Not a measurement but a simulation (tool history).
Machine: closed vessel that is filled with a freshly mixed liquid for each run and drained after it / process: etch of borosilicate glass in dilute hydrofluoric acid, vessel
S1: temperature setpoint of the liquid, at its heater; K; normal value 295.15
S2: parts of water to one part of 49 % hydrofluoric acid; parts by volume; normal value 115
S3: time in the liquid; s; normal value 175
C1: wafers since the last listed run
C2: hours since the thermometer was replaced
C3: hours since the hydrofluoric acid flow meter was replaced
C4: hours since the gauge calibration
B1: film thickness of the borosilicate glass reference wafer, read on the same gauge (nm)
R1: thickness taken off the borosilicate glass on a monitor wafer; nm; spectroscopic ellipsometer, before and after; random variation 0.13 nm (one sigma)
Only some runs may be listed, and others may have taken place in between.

| run | hour | S1 | S2 | S3 | C1 | C2 | C3 | C4 | B1 | R1 |
|---|---|---|---|---|---|---|---|---|---|---|
| 1 | 0.0 | 295.15 | 115 | 175 | 0 | 1438.3 | 1399.2 | 415.2 | 80.01 | 22.25 |
| 2 | 13.0 | 295.15 | 115 | 175 | 872 | 1451.3 | 1412.2 | 428.2 | 79.98 | 22.19 |
| 3 | 22.9 | 296.65 | 115 | 130 | 664 | 1461.2 | 1422.1 | 438.1 | 79.98 | 17.55 |
| 4 | 38.8 | 295.15 | 85 | 175 | 1067 | 1477.1 | 1438.0 | 454.0 | 80.01 | 31.12 |
| 5 | 51.7 | 295.15 | 85 | 175 | 866 | 1490.0 | 1450.9 | 466.9 | 79.99 | 31.25 |
| 6 | 61.5 | 295.15 | 85 | 175 | 657 | 1499.8 | 1460.7 | 476.7 | 80.01 | 30.94 |
| 7 | 72.2 | 295.15 | 115 | 175 | 718 | 1510.5 | 1471.4 | 487.4 | 79.98 | 22.08 |
|  | 78.2 | thermometer replaced |
| 8 | 79.5 | 295.15 | 115 | 175 | 422 | 1.3 | 1478.7 | 494.7 | 80.00 | 21.90 |
| 9 | 87.4 | 295.15 | 115 | 175 | 530 | 9.2 | 1486.6 | 502.6 | 79.98 | 22.04 |
|  | 97.8 | gauge calibrated |
| 10 | 100.0 | 295.15 | 115 | 175 | 845 | 21.8 | 1499.2 | 2.2 | 79.99 | 22.13 |
| 11 | 108.0 | 295.15 | 115 | 175 | 537 | 29.8 | 1507.2 | 10.2 | 80.01 | 22.13 |
| 12 | 151.5 | 295.15 | 115 | 175 | 2920 | 73.3 | 1550.7 | 53.7 | 79.99 | 22.06 |
| 13 | 163.1 | 292.15 | 145 | 260 | 778 | 84.9 | 1562.3 | 65.3 | 79.99 | 22.23 |
| 14 | 180.6 | 295.15 | 115 | 175 | 1174 | 102.4 | 1579.8 | 82.8 | 80.01 | 22.16 |
| 15 | 187.4 | 295.15 | 115 | 175 | 456 | 109.2 | 1586.6 | 89.6 | 80.01 | 21.69 |
|  | 192.8 | hydrofluoric acid flow meter replaced |
| 16 | 194.9 | 299.15 | 160 | 120 | 436 | 116.7 | 2.1 | 97.1 | 80.01 | 13.60 |
| 17 | 206.3 | 295.15 | 115 | 175 | 765 | 128.1 | 13.5 | 108.5 | 80.02 | 24.61 |
| 18 | 215.2 | 295.15 | 115 | 175 | 597 | 137.0 | 22.4 | 117.4 | 80.02 | 24.76 |
| 19 | 232.5 | 293.65 | 160 | 120 | 1161 | 154.3 | 39.7 | 134.7 | 80.01 | 10.93 |
| 20 | 239.9 | 295.15 | 115 | 175 | 496 | 161.7 | 47.1 | 142.1 | 80.04 | 24.36 |
| 21 | 255.6 | 291.15 | 170 | 75 | 1053 | 177.4 | 62.8 | 157.8 | 80.01 | 5.80 |
| 22 | 262.6 | 299.65 | 160 | 100 | 469 | 184.4 | 69.8 | 164.8 | 80.01 | 11.48 |
| 23 | 274.5 | 296.65 | 70 | 175 | 798 | 196.3 | 81.7 | 176.7 | 80.01 | 45.42 |
| 24 | 291.3 | 297.65 | 115 | 260 | 1127 | 213.1 | 98.5 | 193.5 | 80.00 | 39.98 |
| 25 | 306.3 | 295.15 | 115 | 90 | 1006 | 228.1 | 113.5 | 208.5 | 79.98 | 12.54 |
| 26 | 323.3 | 295.15 | 130 | 175 | 1141 | 245.1 | 130.5 | 225.5 | 80.00 | 21.48 |
| 27 | 337.1 | 295.15 | 115 | 175 | 926 | 258.9 | 144.3 | 239.3 | 80.00 | 24.60 |
| 28 | 345.7 | 295.15 | 115 | 235 | 577 | 267.5 | 152.9 | 247.9 | 80.01 | 32.68 |
| 29 | 359.0 | 299.65 | 75 | 175 | 892 | 280.8 | 166.2 | 261.2 | 80.00 | 47.16 |
| 30 | 367.3 | 295.15 | 115 | 175 | 557 | 289.1 | 174.5 | 269.5 | 79.98 | 24.64 |
| 31 | 383.5 | 295.15 | 140 | 85 | 1087 | 305.3 | 190.7 | 285.7 | 79.98 | 9.49 |
| 32 | 390.1 | 291.15 | 160 | 175 | 443 | 311.9 | 197.3 | 292.3 | 79.99 | 14.31 |
| 33 | 405.0 | 293.65 | 135 | 225 | 1000 | 326.8 | 212.2 | 307.2 | 79.99 | 24.70 |

4 options for the next run, each taken on its own from the tool as it stands now. Forecast them:
| A | 405.7 | 295.15 | 115 | 270 | 46 | 327.5 | 212.9 | 307.9 | ? | ? |
| B | 405.7 | 297.15 | 135 | 175 | 46 | 327.5 | 212.9 | 307.9 | ? | ? |
| C | 405.7 | 290.15 | 115 | 175 | 46 | 327.5 | 212.9 | 307.9 | ? | ? |
| D | 405.7 | 297.15 | 115 | 220 | 46 | 327.5 | 212.9 | 307.9 | ? | ? |

| run | B1 | R1 |
|---|---|---|
| A | 80.00 | 37.77 |
| B | 80.00 | 22.03 |
| C | 80.00 | 19.96 |
| D | 80.00 | 33.31 |
Take away the tool's hidden state, keep each run's random variation, and the runs would have read:
| run | R1 |
|---|---|
| A | 38.51 |
| B | 22.47 |
| C | 20.34 |
| D | 33.96 |

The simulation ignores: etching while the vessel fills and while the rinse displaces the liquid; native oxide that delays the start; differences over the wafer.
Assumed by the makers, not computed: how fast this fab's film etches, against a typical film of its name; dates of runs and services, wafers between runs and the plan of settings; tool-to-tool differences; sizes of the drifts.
